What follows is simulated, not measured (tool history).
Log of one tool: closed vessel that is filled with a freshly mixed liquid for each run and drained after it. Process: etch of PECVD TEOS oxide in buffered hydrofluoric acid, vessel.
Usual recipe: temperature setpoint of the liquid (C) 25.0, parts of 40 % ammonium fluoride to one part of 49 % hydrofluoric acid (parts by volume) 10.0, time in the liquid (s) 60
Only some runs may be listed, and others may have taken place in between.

run,day,temperature setpoint of the liquid (C),parts of 40 % ammonium fluoride to one part of 49 % hydrofluoric acid (parts by volume),time in the liquid (s),wafers since the last listed run,hours since the thermometer was replaced,hours since the hydrofluoric acid flow meter was replaced,hours since the gauge calibration,"read-back film thickness of the PECVD TEOS oxide reference wafer, read on the same gauge (nm)",thickness taken off the PECVD TEOS oxide on a monitor wafer (Å)
1,0.000,25.0,10.0,60,0,1610.0,385.1,31.2,89.98,1966.5
2,0.325,25.0,11.0,60,663,1617.8,392.9,39.0,89.99,1785.9
3,0.954,28.5,10.0,60,1285,1632.9,408.0,54.1,89.99,2384.0
4,1.588,28.5,10.0,60,1293,1648.1,423.2,69.3,90.00,2366.2
5,1.996,28.5,10.0,60,834,1657.9,433.0,79.1,90.01,2371.2
6,2.388,25.0,10.0,60,800,1667.3,442.4,88.5,90.01,1971.6
7,2.683,25.0,10.0,60,604,1674.4,449.5,95.6,90.00,1967.1
8,3.254,25.0,10.0,60,1166,1688.1,463.2,109.3,89.99,1965.5
9,3.917,25.0,9.0,60,1353,1704.0,479.1,125.2,90.00,2092.6
10,4.658,25.0,9.0,60,1515,1721.8,496.9,143.0,90.03,2086.8
11,4.958,25.0,9.0,60,612,1729.0,504.1,150.2,90.00,2094.7
12,5.558,21.5,10.0,75,1225,1743.4,518.5,164.6,90.00,2026.0
13,5.925,21.5,10.0,75,749,1752.2,527.3,173.4,89.98,2028.9
14,7.562,21.5,10.0,75,3345,1791.5,566.6,212.7,90.02,2036.9
15,7.879,22.0,10.0,60,646,1799.1,574.2,220.3,90.01,1671.2
16,8.396,25.0,10.0,60,1055,1811.5,586.6,232.7,89.99,1964.3
# day 9.300: thermometer replaced
17,9.804,27.0,10.0,35,2791,12.1,620.4,266.5,89.99,1276.4
# day 10.554: gauge calibrated
# day 11.233: hydrofluoric acid flow meter replaced
18,11.775,25.0,10.0,60,3940,59.4,13.0,29.3,90.01,1960.9
19,12.446,25.0,13.5,60,1370,75.5,29.1,45.4,90.01,1461.3
20,13.000,27.0,10.0,60,1132,88.8,42.4,58.7,89.99,2187.1
21,13.592,25.0,10.0,60,1208,103.0,56.6,72.9,90.01,1973.3
22,14.229,27.5,8.5,85,1302,118.3,71.9,88.2,90.01,3609.3
23,14.771,23.5,14.0,30,1106,131.3,84.9,101.2,90.01,649.4
24,15.417,21.0,10.0,60,1319,146.8,100.4,116.7,90.00,1568.6
25,15.954,26.5,11.5,30,1097,159.7,113.3,129.6,90.00,931.3
26,16.425,25.0,10.0,50,961,171.0,124.6,140.9,90.02,1631.6
27,16.775,21.0,7.0,35,714,179.4,133.0,149.3,90.00,1292.4
28,17.108,20.0,10.0,30,680,187.4,141.0,157.3,90.02,746.7
29,17.825,25.0,10.0,80,1463,204.6,158.2,174.5,90.00,2619.0
30,18.150,23.0,13.0,95,663,212.4,166.0,182.3,90.02,2167.8
31,18.829,27.0,14.0,45,1387,228.7,182.3,198.6,90.01,1188.3
32,19.417,25.0,10.0,60,1200,242.8,196.4,212.7,90.01,1970.2
33,19.804,25.0,10.0,60,791,252.1,205.7,222.0,90.00,1965.3
34,20.308,20.5,12.5,30,1029,264.2,217.8,234.1,90.00,620.1

Below are 3 alternative next runs, each starting from the tool's condition after run 34. Predict each:
A,20.338,25.0,10.0,95,59,264.9,218.5,234.8,?,?
B,20.338,25.0,10.0,30,59,264.9,218.5,234.8,?,?
C,20.338,27.0,8.0,75,59,264.9,218.5,234.8,?,?

run,"read-back film thickness of the PECVD TEOS oxide reference wafer, read on the same gauge (nm)",thickness taken off the PECVD TEOS oxide on a monitor wafer (Å)
A,89.97,3118.6
B,89.97,984.8
C,89.97,3328.4
What these runs would have given with no unlogged condition in the tool:
run,thickness taken off the PECVD TEOS oxide on a monitor wafer (Å)
A,3118.6
B,984.8
C,3328.4

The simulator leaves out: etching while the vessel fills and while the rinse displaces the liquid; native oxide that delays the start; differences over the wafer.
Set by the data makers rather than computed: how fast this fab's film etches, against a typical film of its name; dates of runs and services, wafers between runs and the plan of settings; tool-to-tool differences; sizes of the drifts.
